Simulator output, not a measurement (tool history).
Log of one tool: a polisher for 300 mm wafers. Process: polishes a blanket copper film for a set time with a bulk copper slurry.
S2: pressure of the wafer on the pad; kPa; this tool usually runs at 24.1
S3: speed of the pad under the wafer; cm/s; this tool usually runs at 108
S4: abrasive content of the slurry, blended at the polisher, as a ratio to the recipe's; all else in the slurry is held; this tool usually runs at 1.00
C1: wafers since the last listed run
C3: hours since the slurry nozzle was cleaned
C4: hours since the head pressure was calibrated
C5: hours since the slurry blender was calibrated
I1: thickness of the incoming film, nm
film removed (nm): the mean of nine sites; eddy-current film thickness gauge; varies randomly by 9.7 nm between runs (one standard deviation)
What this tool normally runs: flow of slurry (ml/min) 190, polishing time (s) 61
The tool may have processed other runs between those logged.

Run 1, hour 0.0: usual settings but S4 1.10; C1 0; wafers polished on this pad 828; C3 398.1; C4 247.3; C5 80.7; I1 2125.6. Result: film removed (nm) 987.6.
Run 2, hour 77.6: usual settings but S4 1.10; C1 1144; wafers polished on this pad 1972; C3 475.7; C4 324.9; C5 158.3; I1 2088.4. Result: film removed (nm) 1027.7.
At hour 90.6: slurry blender recalibrated.
At hour 108.9: worn pad replaced by a new one.
Run 3, hour 109.4: usual settings but S4 1.10; C1 380; wafers polished on this pad 7; C3 507.5; C4 356.7; C5 18.8; I1 2103.2. Result: film removed (nm) 1022.8.
Run 4, hour 123.4: usual settings but S2 26.9 kPa, S4 1.20; C1 206; wafers polished on this pad 214; C3 521.5; C4 370.7; C5 32.8; I1 2102.1. Result: film removed (nm) 1128.4.
Run 5, hour 222.4: usual settings but S2 26.9 kPa, S4 1.20; C1 1459; wafers polished on this pad 1673; C3 620.5; C4 469.7; C5 131.8; I1 2083.4. Result: film removed (nm) 1130.6.
Run 6, hour 253.9: usual settings; C1 464; wafers polished on this pad 2138; C3 652.0; C4 501.2; C5 163.3; I1 2096.6. Result: film removed (nm) 996.7.
Run 7, hour 266.4: usual settings; C1 184; wafers polished on this pad 2322; C3 664.5; C4 513.7; C5 175.8; I1 2085.6. Result: film removed (nm) 1013.9.
At hour 274.3: worn pad replaced by a new one.
Run 8, hour 278.8: usual settings; C1 123; wafers polished on this pad 66; C3 676.9; C4 526.1; C5 188.2; I1 2108.5. Result: film removed (nm) 999.2.
At hour 282.4: slurry blender recalibrated.
Run 9, hour 297.2: usual settings; C1 241; wafers polished on this pad 308; C3 695.3; C4 544.5; C5 14.8; I1 2119.0. Result: film removed (nm) 1007.0.
Run 10, hour 315.1: usual settings but flow of slurry (ml/min) 155, S3 82 cm/s; C1 263; wafers polished on this pad 572; C3 713.2; C4 562.4; C5 32.7; I1 2099.9. Result: film removed (nm) 771.3.
Run 11, hour 345.6: usual settings; C1 449; wafers polished on this pad 1021; C3 743.7; C4 592.9; C5 63.2; I1 2096.3. Result: film removed (nm) 1005.4.
Run 12, hour 360.0: usual settings but flow of slurry (ml/min) 225, S2 27.6 kPa; C1 212; wafers polished on this pad 1233; C3 758.1; C4 607.3; C5 77.6; I1 2087.7. Result: film removed (nm) 1195.8.
At hour 422.5: worn pad replaced by a new one.
Run 13, hour 423.0: usual settings but flow of slurry (ml/min) 225, S2 27.6 kPa; C1 869; wafers polished on this pad 7; C3 821.1; C4 670.3; C5 140.6; I1 2089.6. Result: film removed (nm) 1192.8.
Run 14, hour 464.4: usual settings but S3 120 cm/s, polishing time (s) 56; C1 610; wafers polished on this pad 617; C3 862.5; C4 711.7; C5 182.0; I1 2120.5. Result: film removed (nm) 1025.5.
At hour 472.6: slurry blender recalibrated.
Run 15, hour 479.2: usual settings; C1 188; wafers polished on this pad 806; C3 877.3; C4 726.5; C5 6.6; I1 2082.5. Result: film removed (nm) 1017.2.
Run 16, hour 512.6: usual settings but S3 126 cm/s, polishing time (s) 81; C1 492; wafers polished on this pad 1298; C3 910.7; C4 759.9; C5 40.0; I1 2100.1. Result: film removed (nm) 1560.0.
At hour 535.4: slurry nozzle cleaned.
Run 17, hour 540.7: usual settings but flow of slurry (ml/min) 225, S3 136 cm/s; C1 399; wafers polished on this pad 1698; C3 5.3; C4 788.0; C5 68.1; I1 2134.5. Result: film removed (nm) 1292.4.
Run 18, hour 570.8: usual settings but S2 17.9 kPa, polishing time (s) 54; C1 443; wafers polished on this pad 2142; C3 35.4; C4 818.1; C5 98.2; I1 2107.3. Result: film removed (nm) 662.1.
At hour 577.6: worn pad replaced by a new one.
At hour 590.7: head pressure recalibrated.
Run 19, hour 602.7: usual settings but S3 82 cm/s; C1 381; wafers polished on this pad 340; C3 67.3; C4 12.0; C5 130.1; I1 2098.5. Result: film removed (nm) 746.8.
Run 20, hour 640.5: usual settings but S2 20.7 kPa, S3 84 cm/s, polishing time (s) 50; C1 557; wafers polished on this pad 898; C3 105.1; C4 49.8; C5 167.9; I1 2090.9. Result: film removed (nm) 549.1.
At hour 653.7: slurry blender recalibrated.
Run 21, hour 669.5: usual settings; C1 398; wafers polished on this pad 1296; C3 134.1; C4 78.8; C5 15.8; I1 2133.8. Result: film removed (nm) 989.3.
Run 22, hour 693.8: usual settings but S4 0.90, polishing time (s) 49; C1 358; wafers polished on this pad 1654; C3 158.4; C4 103.1; C5 40.1; I1 2116.7. Result: film removed (nm) 789.0.
Run 23, hour 717.3: usual settings; C1 346; wafers polished on this pad 2000; C3 181.9; C4 126.6; C5 63.6; I1 2087.4. Result: film removed (nm) 982.4.
Run 24, hour 743.6: usual settings but flow of slurry (ml/min) 245, S4 0.80; C1 387; wafers polished on this pad 2388; C3 208.2; C4 152.9; C5 89.9; I1 2126.6. Result: film removed (nm) 991.1.
At hour 765.1: worn pad replaced by a new one.
Run 25, hour 765.6: usual settings; C1 265; wafers polished on this pad 7; C3 230.2; C4 174.9; C5 111.9; I1 2123.4. Result: film removed (nm) 981.9.
Run 26, hour 791.4: usual settings but S2 20.7 kPa, polishing time (s) 82; C1 380; wafers polished on this pad 387; C3 256.0; C4 200.7; C5 137.7; I1 2102.8. Result: film removed (nm) 1155.3.
Run 27, hour 807.1: usual settings but S2 18.6 kPa, S3 76 cm/s, S4 1.25; C1 231; wafers polished on this pad 618; C3 271.7; C4 216.4; C5 153.4; I1 2117.7. Result: film removed (nm) 606.2.
At hour 827.9: slurry blender recalibrated.
Run 28, hour 841.4: usual settings but flow of slurry (ml/min) 245, S4 0.80; C1 476; wafers polished on this pad 1095; C3 306.0; C4 250.7; C5 13.5; I1 2110.9. Result: film removed (nm) 1003.3.

What if the next run were any one of these 4? Each begins from the tool's condition after run 28:
Run A, hour 841.8: usual settings; C1 5; wafers polished on this pad 1101; C3 306.4; C4 251.1; C5 13.9; I1 2109.8. Result: film removed (nm) ?.
Run B, hour 841.8: usual settings but flow of slurry (ml/min) 145, S2 16.5 kPa; C1 5; wafers polished on this pad 1101; C3 306.4; C4 251.1; C5 13.9; I1 2109.8. Result: film removed (nm) ?.
Run C, hour 841.8: usual settings but S3 78 cm/s, polishing time (s) 47; C1 5; wafers polished on this pad 1101; C3 306.4; C4 251.1; C5 13.9; I1 2109.8. Result: film removed (nm) ?.
Run D, hour 841.8: usual settings but S2 27.6 kPa, S3 124 cm/s, polishing time (s) 79; C1 5; wafers polished on this pad 1101; C3 306.4; C4 251.1; C5 13.9; I1 2109.8. Result: film removed (nm) ?.

run  film removed (nm)
  A             1030.5
  B              677.9
  C              602.4
  D             1721.5
Without the tool's unlogged condition, the same runs would have read:
run  film removed (nm)
  A              937.6
  B              616.8
  C              548.1
  D             1566.4
